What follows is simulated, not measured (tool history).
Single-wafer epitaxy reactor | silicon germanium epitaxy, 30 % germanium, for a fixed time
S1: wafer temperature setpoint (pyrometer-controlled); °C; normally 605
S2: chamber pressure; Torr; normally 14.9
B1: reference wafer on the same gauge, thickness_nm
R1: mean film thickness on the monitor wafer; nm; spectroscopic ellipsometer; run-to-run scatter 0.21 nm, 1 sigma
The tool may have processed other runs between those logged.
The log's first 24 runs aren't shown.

run	day	S1	S2	B1	R1
# day 25.625: capacitance manometer re-zeroed and calibrated
25	25.646	612	17.2	61.189	68.295
26	26.217	611	13.8	61.139	60.617
27	26.775	614	16.7	61.213	70.136
28	27.825	605	11.9	61.158	50.761
29	29.179	616	16.7	61.054	71.336
30	30.200	605	16.8	60.979	60.048
31	30.758	605	11.4	60.903	49.386
32	31.946	612	16.6	60.836	67.055
33	32.746	605	18.0	60.823	62.351
# day 32.788: gauge calibrated
34	33.867	605	17.8	61.862	62.811
35	35.000	605	14.9	61.805	57.831

Branching from run 35: 4 alternative next runs. What would each branch give?
A	35.017	619	14.9	?	?
B	35.017	594	18.5	?	?
C	35.017	613	12.9	?	?
D	35.017	596	16.5	?	?

run	B1	R1
A	61.792	71.984
B	61.792	53.923
C	61.792	60.838
D	61.792	52.666
With no hidden state in the tool, these same runs would have given:
run	R1
A	72.094
B	54.005
C	60.930
D	52.746

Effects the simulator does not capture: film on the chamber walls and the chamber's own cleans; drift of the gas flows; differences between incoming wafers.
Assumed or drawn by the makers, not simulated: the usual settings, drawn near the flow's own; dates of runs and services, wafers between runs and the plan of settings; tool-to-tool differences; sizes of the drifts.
